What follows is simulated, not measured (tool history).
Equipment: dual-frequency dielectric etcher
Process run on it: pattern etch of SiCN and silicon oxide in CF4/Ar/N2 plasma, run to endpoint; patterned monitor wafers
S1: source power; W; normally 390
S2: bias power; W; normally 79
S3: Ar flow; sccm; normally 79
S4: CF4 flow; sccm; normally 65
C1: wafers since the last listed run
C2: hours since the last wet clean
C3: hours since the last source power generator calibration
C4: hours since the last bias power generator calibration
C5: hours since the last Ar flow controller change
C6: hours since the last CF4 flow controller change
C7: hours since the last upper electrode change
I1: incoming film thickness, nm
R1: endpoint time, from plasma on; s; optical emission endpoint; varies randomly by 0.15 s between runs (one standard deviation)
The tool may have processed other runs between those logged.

run 1 hour=0.0 | S1=390 S2=79 S3=79 S4=65 | C1=0 C2=284.2 C3=2468.0 C4=3706.6 C5=4209.1 C6=1695.1 C7=4720.5 | I1=15.36 | R1=18.5
run 2 hour=12.9 | S1=390 S2=79 S3=79 S4=65 | C1=219 C2=297.1 C3=2480.9 C4=3719.5 C5=4222.0 C6=1708.0 C7=4733.4 | I1=15.40 | R1=18.5
run 3 hour=30.9 | S1=390 S2=79 S3=79 S4=65 | C1=305 C2=315.1 C3=2498.9 C4=3737.5 C5=4240.0 C6=1726.0 C7=4751.4 | I1=15.37 | R1=18.9
run 4 hour=42.9 | S1=390 S2=79 S3=74 S4=74 | C1=203 C2=327.1 C3=2510.9 C4=3749.5 C5=4252.0 C6=1738.0 C7=4763.4 | I1=15.37 | R1=18.1
run 5 hour=60.3 | S1=390 S2=79 S3=74 S4=74 | C1=295 C2=344.5 C3=2528.3 C4=3766.9 C5=4269.4 C6=1755.4 C7=4780.8 | I1=15.40 | R1=18.0
run 6 hour=78.1 | S1=390 S2=79 S3=73 S4=65 | C1=302 C2=362.3 C3=2546.1 C4=3784.7 C5=4287.2 C6=1773.2 C7=4798.6 | I1=15.47 | R1=18.4
-- hour=104.3 wet clean of the chamber
run 7 hour=104.8 | S1=390 S2=79 S3=73 S4=65 | C1=45 C2=0.5 C3=2572.8 C4=3811.4 C5=4313.9 C6=1799.9 C7=4825.3 | I1=15.52 | R1=18.8
run 8 hour=105.1 | S1=390 S2=79 S3=73 S4=65 | C1=5 C2=0.8 C3=2573.1 C4=3811.7 C5=4314.2 C6=1800.2 C7=4825.6 | I1=15.42 | R1=18.3
run 9 hour=111.8 | S1=390 S2=79 S3=79 S4=65 | C1=113 C2=7.5 C3=2579.8 C4=3818.4 C5=4320.9 C6=1806.9 C7=4832.3 | I1=15.46 | R1=19.1
-- hour=121.1 Ar flow controller replaced
-- hour=125.2 bias power generator calibrated
run 10 hour=127.1 | S1=390 S2=79 S3=79 S4=65 | C1=90 C2=22.8 C3=2595.1 C4=1.9 C5=6.0 C6=1822.2 C7=4847.6 | I1=15.40 | R1=18.9
run 11 hour=134.8 | S1=390 S2=79 S3=63 S4=65 | C1=130 C2=30.5 C3=2602.8 C4=9.6 C5=13.7 C6=1829.9 C7=4855.3 | I1=15.60 | R1=18.2
-- hour=140.2 source power generator calibrated
run 12 hour=142.9 | S1=390 S2=79 S3=79 S4=65 | C1=69 C2=38.6 C3=2.7 C4=17.7 C5=21.8 C6=1838.0 C7=4863.4 | I1=15.33 | R1=18.6
-- hour=160.4 CF4 flow controller replaced
-- hour=168.4 upper electrode replaced
run 13 hour=168.9 | S1=390 S2=88 S3=79 S4=65 | C1=204 C2=64.6 C3=28.7 C4=43.7 C5=47.8 C6=8.5 C7=0.5 | I1=15.35 | R1=18.0
run 14 hour=169.2 | S1=390 S2=79 S3=79 S4=65 | C1=5 C2=64.9 C3=29.0 C4=44.0 C5=48.1 C6=8.8 C7=0.8 | I1=15.33 | R1=18.8
run 15 hour=172.3 | S1=390 S2=79 S3=79 S4=65 | C1=52 C2=68.0 C3=32.1 C4=47.1 C5=51.2 C6=11.9 C7=3.9 | I1=15.38 | R1=18.5
run 16 hour=180.8 | S1=390 S2=79 S3=98 S4=65 | C1=144 C2=76.5 C3=40.6 C4=55.6 C5=59.7 C6=20.4 C7=12.4 | I1=15.46 | R1=19.6
run 17 hour=187.8 | S1=470 S2=84 S3=89 S4=65 | C1=118 C2=83.5 C3=47.6 C4=62.6 C5=66.7 C6=27.4 C7=19.4 | I1=15.33 | R1=15.1
run 18 hour=202.3 | S1=470 S2=61 S3=74 S4=52 | C1=246 C2=98.0 C3=62.1 C4=77.1 C5=81.2 C6=41.9 C7=33.9 | I1=15.24 | R1=17.1
run 19 hour=216.6 | S1=390 S2=98 S3=88 S4=59 | C1=242 C2=112.3 C3=76.4 C4=91.4 C5=95.5 C6=56.2 C7=48.2 | I1=15.43 | R1=18.1
run 20 hour=225.5 | S1=350 S2=70 S3=89 S4=69 | C1=151 C2=121.2 C3=85.3 C4=100.3 C5=104.4 C6=65.1 C7=57.1 | I1=15.29 | R1=22.2
run 21 hour=240.3 | S1=390 S2=66 S3=88 S4=65 | C1=251 C2=136.0 C3=100.1 C4=115.1 C5=119.2 C6=79.9 C7=71.9 | I1=15.41 | R1=20.2

What if the next run were any one of these 4? Each begins from the tool's condition after run 21:
run A hour=240.7 | S1=430 S2=79 S3=79 S4=65 | C1=6 C2=136.4 C3=100.5 C4=115.5 C5=119.6 C6=80.3 C7=72.3 | I1=15.37 | R1=?
run B hour=240.7 | S1=300 S2=79 S3=79 S4=65 | C1=6 C2=136.4 C3=100.5 C4=115.5 C5=119.6 C6=80.3 C7=72.3 | I1=15.37 | R1=?
run C hour=240.7 | S1=390 S2=79 S3=68 S4=53 | C1=6 C2=136.4 C3=100.5 C4=115.5 C5=119.6 C6=80.3 C7=72.3 | I1=15.37 | R1=?
run D hour=240.7 | S1=340 S2=79 S3=79 S4=65 | C1=6 C2=136.4 C3=100.5 C4=115.5 C5=119.6 C6=80.3 C7=72.3 | I1=15.37 | R1=?

run=A R1=16.7
run=B R1=25.0
run=C R1=18.8
run=D R1=21.6
The same runs, with their run-to-run variation unchanged, on a tool lacking any hidden condition would have given:
run=A R1=16.7
run=B R1=25.0
run=C R1=18.8
run=D R1=21.6
